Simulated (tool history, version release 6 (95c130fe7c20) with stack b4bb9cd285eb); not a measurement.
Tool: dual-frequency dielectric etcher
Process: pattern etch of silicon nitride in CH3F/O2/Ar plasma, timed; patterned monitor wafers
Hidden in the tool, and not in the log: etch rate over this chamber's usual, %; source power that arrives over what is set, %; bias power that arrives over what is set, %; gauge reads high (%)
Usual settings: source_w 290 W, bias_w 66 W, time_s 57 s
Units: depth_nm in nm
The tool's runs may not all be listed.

run	hour	source_w	bias_w	time_s	wafers since the last listed run	hours since the last wet clean	hours since the last source power generator calibration	hours since the last bias power generator calibration	hours since the last upper electrode change	hours since the gauge calibration	read-back reference wafer on the same gauge, depth_nm	depth_nm
1	0	290	60	57	0	485.6	508	3370.2	2584.4	410.2	34.94	35.54
# hour 38.8: wet clean of the chamber
2	57.9	290	60	57	395	19.1	565.9	3428.1	2642.3	468.1	35.03	34.11
3	130	290	66	57	842	91.2	638	3500.2	2714.4	540.2	34.91	35.48
4	229.3	290	66	57	1159	190.5	737.3	3599.5	2813.7	639.5	34.93	35.66
5	338.1	290	76	57	1270	299.3	846.1	3708.3	2922.5	748.3	34.86	38.21
6	406.6	290	76	57	800	367.8	914.6	3776.8	2991	816.8	34.89	38.04
7	464.1	290	76	57	671	425.3	972.1	3834.3	3048.5	874.3	34.87	38.82
# hour 501.2: wet clean of the chamber
8	559.5	290	66	57	833	58.3	1067.5	3929.7	3143.9	969.7	34.86	34.97
9	619.7	290	66	57	703	118.5	1127.7	3989.9	3204.1	1029.9	34.83	35.23
10	711.5	290	66	57	1072	210.3	1219.5	4081.7	3295.9	1121.7	34.9	35.95
11	765	290	66	57	624	263.8	1273	4135.2	3349.4	1175.2	34.91	36.23
12	839.2	280	66	57	866	338	1347.2	4209.4	3423.6	1249.4	34.94	35.73
# hour 889.5: upper electrode replaced, of another model than before
13	907.4	290	66	57	516	406.2	1415.4	4277.6	17.9	1317.6	34.95	36.62
14	954.5	290	82	62	550	453.3	1462.5	4324.7	65	1364.7	34.93	44.37
15	991.5	350	74	69.5	432	490.3	1499.5	4361.7	102	1401.7	34.89	49.89
# hour 1029.3: wet clean of the chamber
16	1082.7	290	79	57	784	53.4	1590.7	4452.9	193.2	1492.9	34.87	38.84
17	1148.1	260	51	57	763	118.8	1656.1	4518.3	258.6	1558.3	34.89	29.73
# hour 1202.3: source power generator calibrated
18	1251.4	320	60	57	1159	222.1	49.1	4621.6	361.9	1661.6	34.92	35.19
19	1290	290	52	57	450	260.7	87.7	4660.2	400.5	1700.2	34.94	31.56
# hour 1322: gauge calibrated
# hour 1350.6: bias power generator calibrated
20	1419.2	290	66	57	1462	389.9	216.9	68.6	529.7	97.2	34.92	36.34
# hour 1465.8: wet clean of the chamber
21	1523.9	290	66	57	942	58.1	321.6	173.3	634.4	201.9	34.95	35.21
22	1605	350	78	64	947	139.2	402.7	254.4	715.5	283	34.83	45.55
23	1654	290	66	57	572	188.2	451.7	303.4	764.5	332	34.87	35.67
24	1741	340	54	57	1016	275.2	538.7	390.4	851.5	419	34.92	33.48
25	1846.1	290	66	57	1227	380.3	643.8	495.5	956.6	524.1	34.98	36.23
26	1900.8	290	55	57	638	435	698.5	550.2	1011.3	578.8	34.95	33.37
# hour 2003.4: wet clean of the chamber
27	2149.8	320	62	57	2627	146.4	947.5	799.2	1260.3	827.8	34.84	35.52

3 ways to go on from here, each from the tool as it stands after run 27. What would each give?
A	2150.2	290	66	57	4	146.8	947.9	799.6	1260.7	828.2	?	?
B	2150.2	290	51	73.5	4	146.8	947.9	799.6	1260.7	828.2	?	?
C	2150.2	270	79	68.5	4	146.8	947.9	799.6	1260.7	828.2	?	?

run	read-back reference wafer on the same gauge, depth_nm	depth_nm
A	35.01	35.51
B	35.01	39.86
C	35.01	45.99
Without the tool's hidden state the same runs would have given:
run	depth_nm
A	34.92
B	39.19
C	45.22

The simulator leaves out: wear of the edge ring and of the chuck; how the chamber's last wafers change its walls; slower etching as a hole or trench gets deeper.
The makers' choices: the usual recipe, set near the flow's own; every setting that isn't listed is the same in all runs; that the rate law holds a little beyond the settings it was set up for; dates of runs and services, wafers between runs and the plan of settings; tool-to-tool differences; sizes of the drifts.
